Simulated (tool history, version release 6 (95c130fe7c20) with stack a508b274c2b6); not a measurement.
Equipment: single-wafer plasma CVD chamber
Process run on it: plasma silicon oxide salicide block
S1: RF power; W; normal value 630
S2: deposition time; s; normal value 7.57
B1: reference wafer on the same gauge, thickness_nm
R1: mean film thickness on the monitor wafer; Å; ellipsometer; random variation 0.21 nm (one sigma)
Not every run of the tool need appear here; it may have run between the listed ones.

Run 1, hour 0.0: usual settings; B1 81.020. Result: R1 736.91 Å.
Run 2, hour 18.5: usual settings; B1 81.021. Result: R1 734.17 Å.
Run 3, hour 43.3: usual settings; B1 81.154. Result: R1 736.73 Å.
Run 4, hour 62.2: usual settings but S2 6.77 s; B1 81.155. Result: R1 659.96 Å.
Run 5, hour 95.0: usual settings but S2 6.77 s; B1 81.316. Result: R1 661.80 Å.
Run 6, hour 122.8: usual settings but S2 6.77 s; B1 81.507. Result: R1 663.63 Å.
Run 7, hour 139.1: usual settings; B1 81.583. Result: R1 742.18 Å.
Run 8, hour 170.8: usual settings; B1 81.743. Result: R1 739.08 Å.
Run 9, hour 196.8: usual settings; B1 81.896. Result: R1 739.86 Å.
Run 10, hour 221.2: usual settings; B1 81.967. Result: R1 743.08 Å.
Run 11, hour 244.0: usual settings; B1 82.134. Result: R1 745.82 Å.
Run 12, hour 257.5: usual settings; B1 82.214. Result: R1 747.27 Å.
Run 13, hour 274.4: usual settings but S1 695 W; B1 82.264. Result: R1 771.27 Å.
Run 14, hour 301.1: usual settings but S1 695 W; B1 82.505. Result: R1 771.77 Å.
At hour 306.4: gauge calibrated.
Run 15, hour 333.7: usual settings but S1 605 W, S2 7.93 s; B1 80.211. Result: R1 755.27 Å.
Run 16, hour 354.9: usual settings; B1 80.129. Result: R1 727.66 Å.
Run 17, hour 376.3: usual settings but S1 745 W; B1 80.178. Result: R1 769.17 Å.
Run 18, hour 393.5: usual settings but S1 745 W; B1 80.250. Result: R1 769.55 Å.
At hour 414.5: RF generator calibrated.
Run 19, hour 415.0: usual settings but S1 505 W, S2 6.73 s; B1 80.179. Result: R1 598.58 Å.
Run 20, hour 426.7: usual settings; B1 80.192. Result: R1 725.58 Å.
Run 21, hour 449.1: usual settings but S1 515 W; B1 80.261. Result: R1 680.00 Å.
Run 22, hour 467.0: usual settings but S2 6.19 s; B1 80.231. Result: R1 597.07 Å.
Run 23, hour 497.1: usual settings but S1 750 W, S2 6.97 s; B1 80.296. Result: R1 710.98 Å.
Run 24, hour 603.0: usual settings; B1 80.524. Result: R1 728.71 Å.
At hour 612.7: showerhead replaced.
Run 25, hour 643.3: usual settings; B1 80.729. Result: R1 730.24 Å.
Run 26, hour 675.7: usual settings but S1 690 W, S2 8.83 s; B1 80.708. Result: R1 883.27 Å.
Run 27, hour 704.1: usual settings but S1 535 W, S2 6.07 s; B1 80.868. Result: R1 557.36 Å.
Run 28, hour 731.8: usual settings but S1 510 W; B1 80.867. Result: R1 685.47 Å.
Run 29, hour 751.0: usual settings but S1 525 W; B1 81.063. Result: R1 695.15 Å.
Run 30, hour 782.6: usual settings; B1 81.175. Result: R1 733.81 Å.

4 ways to go on from here, each from the tool as it stands after run 30. What would each give?
Run A, hour 783.0: usual settings but S1 585 W; B1 ?. Result: R1 ?.
Run B, hour 783.0: usual settings but S2 8.95 s; B1 ?. Result: R1 ?.
Run C, hour 783.0: usual settings but S1 520 W, S2 8.28 s; B1 ?. Result: R1 ?.
Run D, hour 783.0: usual settings but S2 6.61 s; B1 ?. Result: R1 ?.

run      B1      R1
  A  81.190  713.48
  B  81.190  864.91
  C  81.190  749.61
  D  81.190  638.78
Stripped of hidden state, with their random variation kept, the same runs would have yielded:
run      R1
  A  703.86
  B  853.24
  C  739.51
  D  630.16
